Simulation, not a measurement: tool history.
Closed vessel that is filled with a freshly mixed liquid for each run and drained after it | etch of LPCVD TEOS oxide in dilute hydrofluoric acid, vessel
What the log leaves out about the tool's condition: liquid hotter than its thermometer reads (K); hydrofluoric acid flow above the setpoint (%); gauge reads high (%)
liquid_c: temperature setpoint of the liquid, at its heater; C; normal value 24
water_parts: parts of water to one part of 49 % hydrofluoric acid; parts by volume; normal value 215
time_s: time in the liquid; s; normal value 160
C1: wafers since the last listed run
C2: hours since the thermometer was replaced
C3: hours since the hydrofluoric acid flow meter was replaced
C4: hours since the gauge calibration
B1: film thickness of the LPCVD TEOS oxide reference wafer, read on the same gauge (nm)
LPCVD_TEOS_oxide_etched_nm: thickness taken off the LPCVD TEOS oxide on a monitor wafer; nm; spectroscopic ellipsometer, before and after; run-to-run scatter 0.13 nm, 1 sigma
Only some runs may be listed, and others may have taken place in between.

Run 1, hour 0: usual settings but liquid_c 27.5 C; C1 0; C2 1433.3; C3 144.1; C4 874.7; B1 107.12. Result: LPCVD_TEOS_oxide_etched_nm 15.55 nm.
Run 2, hour 104.4: usual settings but liquid_c 27.5 C; C1 10197; C2 1537.7; C3 248.5; C4 979.1; B1 107.53. Result: LPCVD_TEOS_oxide_etched_nm 15.3 nm.
Run 3, hour 193.4: usual settings; C1 8692; C2 1626.7; C3 337.5; C4 1068.1; B1 107.84. Result: LPCVD_TEOS_oxide_etched_nm 13.72 nm.
Run 4, hour 250.3: usual settings; C1 5557; C2 1683.6; C3 394.4; C4 1125; B1 108.01. Result: LPCVD_TEOS_oxide_etched_nm 13.82 nm.
Run 5, hour 353.7: usual settings but water_parts 155 parts by volume; C1 10099; C2 1787; C3 497.8; C4 1228.4; B1 108.33. Result: LPCVD_TEOS_oxide_etched_nm 20.75 nm.
Run 6, hour 436.9: usual settings but water_parts 155 parts by volume; C1 8126; C2 1870.2; C3 581; C4 1311.6; B1 108.57. Result: LPCVD_TEOS_oxide_etched_nm 20.59 nm.
Run 7, hour 544.6: usual settings; C1 10519; C2 1977.9; C3 688.7; C4 1419.3; B1 108.85. Result: LPCVD_TEOS_oxide_etched_nm 13.77 nm.
Run 8, hour 633.2: usual settings; C1 8653; C2 2066.5; C3 777.3; C4 1507.9; B1 109.08. Result: LPCVD_TEOS_oxide_etched_nm 13.9 nm.
Run 9, hour 701.6: usual settings; C1 6680; C2 2134.9; C3 845.7; C4 1576.3; B1 109.21. Result: LPCVD_TEOS_oxide_etched_nm 14.01 nm.
Run 10, hour 747.4: usual settings but liquid_c 20.5 C; C1 4473; C2 2180.7; C3 891.5; C4 1622.1; B1 109.34. Result: LPCVD_TEOS_oxide_etched_nm 12.23 nm.
Run 11, hour 792.4: usual settings but liquid_c 20.5 C; C1 4395; C2 2225.7; C3 936.5; C4 1667.1; B1 109.41. Result: LPCVD_TEOS_oxide_etched_nm 12.16 nm.
Run 12, hour 866.4: usual settings but liquid_c 20.5 C; C1 7227; C2 2299.7; C3 1010.5; C4 1741.1; B1 109.5. Result: LPCVD_TEOS_oxide_etched_nm 12.36 nm.
At hour 949.3: thermometer replaced.
Run 13, hour 962.4: usual settings but time_s 230 s; C1 9278; C2 13.1; C3 1106.5; C4 1837.1; B1 109.7. Result: LPCVD_TEOS_oxide_etched_nm 19.64 nm.
Run 14, hour 1056.2: usual settings but time_s 230 s; C1 9161; C2 106.9; C3 1200.3; C4 1930.9; B1 109.85. Result: LPCVD_TEOS_oxide_etched_nm 20.41 nm.
Run 15, hour 1094.4: usual settings but time_s 230 s; C1 3731; C2 145.1; C3 1238.5; C4 1969.1; B1 109.92. Result: LPCVD_TEOS_oxide_etched_nm 19.81 nm.
Run 16, hour 1168.2: usual settings but liquid_c 22 C, water_parts 145 parts by volume, time_s 205 s; C1 7208; C2 218.9; C3 1312.3; C4 2042.9; B1 109.97. Result: LPCVD_TEOS_oxide_etched_nm 27.15 nm.
Run 17, hour 1261.8: usual settings but liquid_c 22 C, water_parts 145 parts by volume, time_s 205 s; C1 9142; C2 312.5; C3 1405.9; C4 2136.5; B1 110.08. Result: LPCVD_TEOS_oxide_etched_nm 26.94 nm.
Run 18, hour 1303.9: usual settings but water_parts 320 parts by volume; C1 4112; C2 354.6; C3 1448; C4 2178.6; B1 110.19. Result: LPCVD_TEOS_oxide_etched_nm 8.55 nm.
Run 19, hour 1355: usual settings but liquid_c 27.5 C, water_parts 135 parts by volume, time_s 255 s; C1 4991; C2 405.7; C3 1499.1; C4 2229.7; B1 110.21. Result: LPCVD_TEOS_oxide_etched_nm 43.99 nm.
Run 20, hour 1416.8: usual settings; C1 6036; C2 467.5; C3 1560.9; C4 2291.5; B1 110.28. Result: LPCVD_TEOS_oxide_etched_nm 14.03 nm.
Run 21, hour 1507.6: usual settings but time_s 230 s; C1 8868; C2 558.3; C3 1651.7; C4 2382.3; B1 110.38. Result: LPCVD_TEOS_oxide_etched_nm 20.48 nm.
Run 22, hour 1593.8: usual settings but liquid_c 28 C; C1 8419; C2 644.5; C3 1737.9; C4 2468.5; B1 110.47. Result: LPCVD_TEOS_oxide_etched_nm 16.4 nm.
Run 23, hour 1666.4: usual settings but liquid_c 20.5 C, water_parts 325 parts by volume; C1 7091; C2 717.1; C3 1810.5; C4 2541.1; B1 110.5. Result: LPCVD_TEOS_oxide_etched_nm 7.45 nm.
At hour 1670.1: hydrofluoric acid flow meter replaced.
Run 24, hour 1708.8: usual settings but water_parts 180 parts by volume, time_s 205 s; C1 4043; C2 759.5; C3 38.7; C4 2583.5; B1 110.55. Result: LPCVD_TEOS_oxide_etched_nm 22.8 nm.
Run 25, hour 1772.7: usual settings but liquid_c 20 C, water_parts 305 parts by volume, time_s 75 s; C1 6241; C2 823.4; C3 102.6; C4 2647.4; B1 110.61. Result: LPCVD_TEOS_oxide_etched_nm 3.68 nm.
Run 26, hour 1863.5: usual settings but liquid_c 20.5 C, water_parts 320 parts by volume; C1 8868; C2 914.2; C3 193.4; C4 2738.2; B1 110.65. Result: LPCVD_TEOS_oxide_etched_nm 7.54 nm.
At hour 1875.1: gauge calibrated.
Run 27, hour 1957.3: usual settings but water_parts 275 parts by volume, time_s 85 s; C1 9161; C2 1008; C3 287.2; C4 82.2; B1 101.39. Result: LPCVD_TEOS_oxide_etched_nm 4.99 nm.
Run 28, hour 2060.4: usual settings but liquid_c 28 C, time_s 200 s; C1 10070; C2 1111.1; C3 390.3; C4 185.3; B1 102.27. Result: LPCVD_TEOS_oxide_etched_nm 19.05 nm.
Run 29, hour 2170.1: usual settings but water_parts 145 parts by volume; C1 10714; C2 1220.8; C3 500; C4 295; B1 103.11. Result: LPCVD_TEOS_oxide_etched_nm 21.11 nm.
Run 30, hour 2212.6: usual settings; C1 4151; C2 1263.3; C3 542.5; C4 337.5; B1 103.44. Result: LPCVD_TEOS_oxide_etched_nm 13.26 nm.
Run 31, hour 2305.8: usual settings but liquid_c 21 C, water_parts 305 parts by volume; C1 9103; C2 1356.5; C3 635.7; C4 430.7; B1 104.04. Result: LPCVD_TEOS_oxide_etched_nm 7.73 nm.
Run 32, hour 2384.9: usual settings but liquid_c 21 C, water_parts 305 parts by volume; C1 7725; C2 1435.6; C3 714.8; C4 509.8; B1 104.53. Result: LPCVD_TEOS_oxide_etched_nm 7.74 nm.
Run 33, hour 2464.2: usual settings but liquid_c 19.5 C, water_parts 255 parts by volume, time_s 230 s; C1 7745; C2 1514.9; C3 794.1; C4 589.1; B1 104.96. Result: LPCVD_TEOS_oxide_etched_nm 13.29 nm.

Exercise: give the hidden state of the tool at every run:
liquid hotter than its thermometer reads (K): 0 at every run
hydrofluoric acid flow above the setpoint (%): 0 at every run
H1: gauge reads high (%)
run    H1
  1   7.1
  2  7.51
  3  7.83
  4  8.02
  5  8.34
  6  8.58
  7  8.85
  8  9.06
  9  9.21
 10   9.3
 11  9.39
 12  9.53
 13  9.69
 14  9.84
 15  9.89
 16    10
 17  10.1
 18  10.2
 19  10.2
 20  10.3
 21  10.4
 22  10.5
 23  10.5
 24  10.6
 25  10.6
 26  10.7
 27  1.38
 28  2.26
 29  3.11
 30  3.42
 31  4.04
 32  4.53
 33  4.99
